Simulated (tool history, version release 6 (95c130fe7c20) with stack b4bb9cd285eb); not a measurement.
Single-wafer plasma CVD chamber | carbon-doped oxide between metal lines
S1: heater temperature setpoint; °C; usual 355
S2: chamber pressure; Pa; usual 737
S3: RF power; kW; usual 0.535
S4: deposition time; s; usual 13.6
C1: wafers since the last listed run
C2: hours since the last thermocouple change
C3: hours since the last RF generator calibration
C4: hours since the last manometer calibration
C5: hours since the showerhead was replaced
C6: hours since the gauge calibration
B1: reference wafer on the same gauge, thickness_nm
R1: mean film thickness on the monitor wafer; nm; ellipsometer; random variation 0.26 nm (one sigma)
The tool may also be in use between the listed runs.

run	hour	S1	S2	S3	S4	C1	C2	C3	C4	C5	C6	B1	R1
1	0.0	355	737	0.535	13.6	0	1348.3	401.9	1353.3	3903.4	1472.3	63.577	75.574
2	102.4	355	737	0.535	13.6	2651	1450.7	504.3	1455.7	4005.8	1574.7	63.704	75.591
3	147.5	355	737	0.535	13.6	1167	1495.8	549.4	1500.8	4050.9	1619.8	63.698	75.848
4	207.3	343	737	0.535	13.6	1548	1555.6	609.2	1560.6	4110.7	1679.6	63.901	78.734
5	256.2	343	737	0.535	13.6	1266	1604.5	658.1	1609.5	4159.6	1728.5	63.859	78.931
6	294.6	366	737	0.535	13.6	994	1642.9	696.5	1647.9	4198.0	1766.9	64.004	72.943
7	340.5	366	737	0.535	13.6	1188	1688.8	742.4	1693.8	4243.9	1812.8	63.996	73.759
8	431.0	355	737	0.535	13.6	2343	1779.3	832.9	1784.3	4334.4	1903.3	64.115	76.041
9	481.1	364	576	0.460	11.5	1297	1829.4	883.0	1834.4	4384.5	1953.4	64.278	51.011
10	551.7	355	737	0.465	12.6	1828	1900.0	953.6	1905.0	4455.1	2024.0	64.281	60.908
11	611.4	355	737	0.535	13.6	1545	1959.7	1013.3	1964.7	4514.8	2083.7	64.507	76.467
# hour 669.4: gauge calibrated
# hour 681.6: capacitance manometer re-zeroed and calibrated
12	740.8	355	737	0.535	13.6	3143	2089.1	1142.7	59.2	4644.2	71.4	62.683	74.610
# hour 759.5: thermocouple changed; heater temperature recalibrated
# hour 841.6: showerhead replaced
13	842.1	355	737	0.535	13.6	2208	82.6	1244.0	160.5	0.5	172.7	62.754	74.150
14	886.8	367	737	0.475	12.8	1157	127.3	1288.7	205.2	45.2	217.4	62.716	59.543
15	926.1	355	737	0.570	13.6	1017	166.6	1328.0	244.5	84.5	256.7	62.738	79.156
16	1024.9	347	737	0.500	14.9	2558	265.4	1426.8	343.3	183.3	355.5	62.757	77.781
17	1115.4	355	737	0.535	10.9	2343	355.9	1517.3	433.8	273.8	446.0	62.783	59.832
18	1161.0	360	737	0.535	13.6	1180	401.5	1562.9	479.4	319.4	491.6	62.823	73.679
19	1236.7	355	737	0.535	14.9	1960	477.2	1638.6	555.1	395.1	567.3	62.828	81.526
# hour 1276.2: RF generator calibrated
20	1280.5	355	641	0.535	16.0	927	521.0	4.3	598.9	438.9	611.1	62.875	85.299
21	1353.7	355	660	0.535	15.8	1895	594.2	77.5	672.1	512.1	684.3	62.869	85.244
22	1451.9	346	569	0.535	13.6	2542	692.4	175.7	770.3	610.3	782.5	62.957	73.255
23	1545.8	355	737	0.535	13.6	2431	786.3	269.6	864.2	704.2	876.4	62.990	74.589
24	1639.8	346	601	0.535	13.6	2434	880.3	363.6	958.2	798.2	970.4	63.098	73.959
25	1699.1	347	788	0.570	12.5	1535	939.6	422.9	1017.5	857.5	1029.7	63.120	75.789
26	1806.0	355	737	0.480	13.6	2768	1046.5	529.8	1124.4	964.4	1136.6	63.224	67.336
27	1852.0	361	737	0.535	13.6	1191	1092.5	575.8	1170.4	1010.4	1182.6	63.250	73.184
28	1948.1	355	737	0.535	13.6	2488	1188.6	671.9	1266.5	1106.5	1278.7	63.329	75.256

Forecast each of these 4 alternatives for the next run:
A	1948.5	355	737	0.535	13.6	10	1189.0	672.3	1266.9	1106.9	1279.1	?	?
B	1948.5	355	737	0.455	13.6	10	1189.0	672.3	1266.9	1106.9	1279.1	?	?
C	1948.5	344	737	0.535	16.1	10	1189.0	672.3	1266.9	1106.9	1279.1	?	?
D	1948.5	355	619	0.460	15.0	10	1189.0	672.3	1266.9	1106.9	1279.1	?	?

run	B1	R1
A	63.308	75.382
B	63.308	63.129
C	63.308	92.245
D	63.308	68.172
Without the tool's hidden state the same runs would have given:
run	R1
A	74.472
B	62.366
C	91.130
D	67.348
